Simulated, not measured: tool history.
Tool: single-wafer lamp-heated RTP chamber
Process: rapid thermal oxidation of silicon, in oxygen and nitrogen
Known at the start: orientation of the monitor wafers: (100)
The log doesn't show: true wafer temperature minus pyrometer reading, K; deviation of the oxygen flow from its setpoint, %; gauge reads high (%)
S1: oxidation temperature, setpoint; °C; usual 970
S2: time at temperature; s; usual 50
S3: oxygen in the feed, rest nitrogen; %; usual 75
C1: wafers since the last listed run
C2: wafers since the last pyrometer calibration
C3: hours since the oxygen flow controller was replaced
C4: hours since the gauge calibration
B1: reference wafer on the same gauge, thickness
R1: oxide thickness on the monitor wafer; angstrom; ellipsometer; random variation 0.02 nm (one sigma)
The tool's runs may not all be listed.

run	hour	S1	S2	S3	C1	C2	C3	C4	B1	R1
1	0.0	986	41	75	0	1240	2067.6	1050.5	3.610	44.30
2	48.4	986	41	75	481	1722	2116.0	1098.9	3.610	44.64
3	90.6	970	58	51	419	2141	2158.2	1141.1	3.610	40.73
4	139.4	970	50	69	484	2626	2207.0	1189.9	3.607	42.84
5	237.9	970	50	75	978	3605	2305.5	1288.4	3.611	44.15
6	274.2	970	50	61	360	3966	2341.8	1324.7	3.612	41.38
# hour 298.1: pyrometer window cleaned and pyrometer calibrated
7	318.2	970	50	61	357	199	2385.8	1368.7	3.601	40.39
8	362.3	970	50	75	438	637	2429.9	1412.8	3.616	42.93
9	460.7	970	50	75	977	1615	2528.3	1511.2	3.611	42.95
10	503.4	970	50	75	424	2040	2571.0	1553.9	3.611	43.47
11	637.4	970	50	75	1331	3371	2705.0	1687.9	3.611	43.71
12	682.0	970	50	75	443	3815	2749.6	1732.5	3.603	43.78
13	762.8	970	55	75	803	4618	2830.4	1813.3	3.605	46.10
# hour 778.5: pyrometer window cleaned and pyrometer calibrated
14	867.5	970	55	75	961	884	2935.1	1918.0	3.617	44.85
15	934.5	970	63	75	665	1550	3002.1	1985.0	3.615	47.30
# hour 1013.9: gauge calibrated
# hour 1248.4: pyrometer window cleaned and pyrometer calibrated
16	1248.9	970	50	75	3045	5	3316.5	235.0	3.608	42.81
17	1323.1	997	34	54	737	742	3390.7	309.2	3.613	40.02
# hour 1367.2: oxygen flow controller replaced
18	1367.7	970	41	53	363	1106	0.5	353.8	3.609	36.31
19	1435.2	970	50	98	670	1777	68.0	421.3	3.609	47.07
20	1494.3	991	72	75	587	2364	127.1	480.4	3.623	58.59
21	1603.6	970	29	46	1086	3450	236.4	589.7	3.606	31.58
# hour 1657.9: pyrometer window cleaned and pyrometer calibrated
22	1658.4	970	50	75	465	4	291.2	644.5	3.615	42.73
23	1700.5	945	30	67	418	423	333.3	686.6	3.612	30.37
24	1760.9	970	50	75	600	1023	393.7	747.0	3.618	43.15
25	1810.6	970	61	98	493	1517	443.4	796.7	3.606	50.99
26	1862.9	954	66	95	519	2037	495.7	849.0	3.614	47.04
27	1965.7	987	28	89	1021	3059	598.5	951.8	3.610	40.84
28	2046.7	962	42	65	805	3864	679.5	1032.8	3.609	37.36
# hour 2081.7: pyrometer window cleaned and pyrometer calibrated
29	2118.3	951	73	83	632	363	751.1	1104.4	3.603	45.30
30	2164.7	970	50	50	461	824	797.5	1150.8	3.609	38.18

How the hidden state differs across the entries between the runs, from the last listed run before each to the first after it:
Between runs 6 and 7: pyrometer window cleaned and pyrometer calibrated (hour 298.1)
  true wafer temperature minus pyrometer reading, K: 4.05 -> 0.101
  measured less the result without the state, R1: +1.08 -> +0.02 angstrom
Between runs 13 and 14: pyrometer window cleaned and pyrometer calibrated (hour 778.5)
  true wafer temperature minus pyrometer reading, K: 5.13 -> 0.423
  measured less the result without the state, R1: +1.62 -> +0.13 angstrom
Between runs 15 and 16: gauge calibrated (hour 1013.9); pyrometer window cleaned and pyrometer calibrated (hour 1248.4)
  true wafer temperature minus pyrometer reading, K: 0.806 -> 0.371
  measured less the result without the state, R1: +0.27 -> +0.11 angstrom
Between runs 17 and 18: oxygen flow controller replaced (hour 1367.2)
  true wafer temperature minus pyrometer reading, K: 0.502 -> 0.704
  measured less the result without the state, R1: +0.13 -> +0.15 angstrom
Between runs 21 and 22: pyrometer window cleaned and pyrometer calibrated (hour 1657.9)
  true wafer temperature minus pyrometer reading, K: 3.32 -> 0.238
  measured less the result without the state, R1: +0.51 -> +0.07 angstrom
Between runs 28 and 29: pyrometer window cleaned and pyrometer calibrated (hour 2081.7)
  true wafer temperature minus pyrometer reading, K: 3.77 -> 0.533
  measured less the result without the state, R1: +0.85 -> +0.17 angstrom

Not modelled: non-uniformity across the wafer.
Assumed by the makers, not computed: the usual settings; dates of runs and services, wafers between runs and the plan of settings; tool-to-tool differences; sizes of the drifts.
